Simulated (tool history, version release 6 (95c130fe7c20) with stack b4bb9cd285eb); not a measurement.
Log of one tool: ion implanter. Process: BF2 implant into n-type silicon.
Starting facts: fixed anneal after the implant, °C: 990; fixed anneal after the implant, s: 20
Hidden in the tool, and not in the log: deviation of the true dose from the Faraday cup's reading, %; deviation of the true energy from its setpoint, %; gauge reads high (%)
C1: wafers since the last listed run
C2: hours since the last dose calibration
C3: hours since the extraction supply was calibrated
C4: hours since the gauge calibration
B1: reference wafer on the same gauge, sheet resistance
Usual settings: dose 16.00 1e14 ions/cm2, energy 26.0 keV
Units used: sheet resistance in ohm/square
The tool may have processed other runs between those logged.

Run 1, day 0.000: usual settings; C1 0; C2 965.2; C3 1390.0; C4 335.9; B1 151.83. Result: sheet resistance 172.44 ohm/square.
Run 2, day 3.096: usual settings but energy 23.0 keV; C1 1543; C2 1039.5; C3 1464.3; C4 410.2; B1 151.97. Result: sheet resistance 183.20 ohm/square.
Run 3, day 7.246: usual settings but energy 23.0 keV; C1 2068; C2 1139.1; C3 1563.9; C4 509.8; B1 152.10. Result: sheet resistance 182.98 ohm/square.
Run 4, day 8.958: usual settings; C1 853; C2 1180.2; C3 1605.0; C4 550.9; B1 152.06. Result: sheet resistance 173.46 ohm/square.
Run 5, day 12.067: usual settings; C1 1549; C2 1254.8; C3 1679.6; C4 625.5; B1 152.03. Result: sheet resistance 171.78 ohm/square.
Run 6, day 15.983: usual settings; C1 1952; C2 1348.8; C3 1773.6; C4 719.5; B1 152.12. Result: sheet resistance 171.62 ohm/square.
Run 7, day 19.258: usual settings but energy 23.5 keV; C1 1632; C2 1427.4; C3 1852.2; C4 798.1; B1 152.10. Result: sheet resistance 180.84 ohm/square.
Run 8, day 22.379: usual settings but energy 23.5 keV; C1 1555; C2 1502.3; C3 1927.1; C4 873.0; B1 151.99. Result: sheet resistance 182.22 ohm/square.
Run 9, day 25.225: usual settings but energy 23.5 keV; C1 1418; C2 1570.6; C3 1995.4; C4 941.3; B1 152.04. Result: sheet resistance 182.21 ohm/square.
Run 10, day 33.792: usual settings; C1 4270; C2 1776.2; C3 2201.0; C4 1146.9; B1 152.18. Result: sheet resistance 171.90 ohm/square.
Run 11, day 37.762: usual settings; C1 1979; C2 1871.5; C3 2296.3; C4 1242.2; B1 152.23. Result: sheet resistance 172.67 ohm/square.
Run 12, day 39.346: usual settings; C1 789; C2 1909.5; C3 2334.3; C4 1280.2; B1 151.85. Result: sheet resistance 172.72 ohm/square.
Run 13, day 41.488: usual settings; C1 1067; C2 1960.9; C3 2385.7; C4 1331.6; B1 152.17. Result: sheet resistance 172.06 ohm/square.
Run 14, day 43.200: usual settings; C1 853; C2 2002.0; C3 2426.8; C4 1372.7; B1 152.09. Result: sheet resistance 173.09 ohm/square.
Run 15, day 45.321: usual settings but dose 13.59 1e14 ions/cm2, energy 32.0 keV; C1 1057; C2 2052.9; C3 2477.7; C4 1423.6; B1 151.97. Result: sheet resistance 159.42 ohm/square.
At day 48.400: extraction supply calibrated.
At day 49.733: Faraday cup replaced and dose calibrated.
Run 16, day 49.754: usual settings but dose 19.58 1e14 ions/cm2, energy 22.0 keV; C1 1877; C2 0.5; C3 32.5; C4 1530.0; B1 152.10. Result: sheet resistance 184.75 ohm/square.
Run 17, day 51.988: usual settings but dose 19.25 1e14 ions/cm2, energy 29.5 keV; C1 1113; C2 54.1; C3 86.1; C4 1583.6; B1 151.89. Result: sheet resistance 160.14 ohm/square.
Run 18, day 56.179: usual settings; C1 2089; C2 154.7; C3 186.7; C4 1684.2; B1 151.79. Result: sheet resistance 175.01 ohm/square.
Run 19, day 60.304: usual settings but dose 12.20 1e14 ions/cm2, energy 33.5 keV; C1 2056; C2 253.7; C3 285.7; C4 1783.2; B1 152.40. Result: sheet resistance 162.28 ohm/square.
Run 20, day 64.283: usual settings but dose 17.59 1e14 ions/cm2, energy 19.0 keV; C1 1983; C2 349.2; C3 381.2; C4 1878.7; B1 151.96. Result: sheet resistance 202.09 ohm/square.
Run 21, day 67.388: usual settings; C1 1547; C2 423.7; C3 455.7; C4 1953.2; B1 151.94. Result: sheet resistance 175.95 ohm/square.
At day 67.975: extraction supply calibrated, repeated, since the last time left the tool worse.
Run 22, day 71.821: usual settings but dose 19.25 1e14 ions/cm2, energy 29.5 keV; C1 2044; C2 530.1; C3 92.3; C4 2059.6; B1 151.89. Result: sheet resistance 156.16 ohm/square.
At day 73.183: gauge calibrated.
Run 23, day 75.038: usual settings but energy 20.0 keV; C1 1603; C2 607.3; C3 169.5; C4 44.5; B1 152.07. Result: sheet resistance 194.28 ohm/square.
Run 24, day 79.079: usual settings but dose 12.64 1e14 ions/cm2, energy 23.5 keV; C1 2014; C2 704.3; C3 266.5; C4 141.5; B1 151.66. Result: sheet resistance 187.15 ohm/square.
Run 25, day 82.925: usual settings but dose 19.58 1e14 ions/cm2, energy 22.0 keV; C1 1917; C2 796.6; C3 358.8; C4 233.8; B1 152.03. Result: sheet resistance 182.49 ohm/square.
Run 26, day 86.367: usual settings but dose 12.52 1e14 ions/cm2; C1 1715; C2 879.2; C3 441.4; C4 316.4; B1 151.89. Result: sheet resistance 178.09 ohm/square.
Run 27, day 88.796: usual settings; C1 1211; C2 937.5; C3 499.7; C4 374.7; B1 152.20. Result: sheet resistance 172.13 ohm/square.
Run 28, day 92.683: usual settings but dose 19.58 1e14 ions/cm2, energy 22.0 keV; C1 1938; C2 1030.8; C3 593.0; C4 468.0; B1 152.04. Result: sheet resistance 182.40 ohm/square.
Run 29, day 95.146: usual settings but dose 20.45 1e14 ions/cm2, energy 31.5 keV; C1 1227; C2 1089.9; C3 652.1; C4 527.1; B1 152.34. Result: sheet resistance 151.95 ohm/square.

Here are 4 independent what-if runs from the current tool condition. What would each one return?
Run A, day 95.162: usual settings but dose 20.79 1e14 ions/cm2; C1 8; C2 1090.3; C3 652.5; C4 527.5; B1 ?. Result: sheet resistance ?.
Run B, day 95.162: usual settings but dose 14.14 1e14 ions/cm2; C1 8; C2 1090.3; C3 652.5; C4 527.5; B1 ?. Result: sheet resistance ?.
Run C, day 95.162: usual settings but dose 12.24 1e14 ions/cm2, energy 20.0 keV; C1 8; C2 1090.3; C3 652.5; C4 527.5; B1 ?. Result: sheet resistance ?.
Run D, day 95.162: usual settings but dose 19.35 1e14 ions/cm2; C1 8; C2 1090.3; C3 652.5; C4 527.5; B1 ?. Result: sheet resistance ?.

run      B1  sheet resistance
  A  152.32            167.45
  B  152.32            175.64
  C  152.32            204.95
  D  152.32            168.64
The same runs, with their run-to-run variation unchanged, on a tool lacking any hidden condition would have given:
run  sheet resistance
  A            166.49
  B            174.63
  C            203.86
  D            167.66
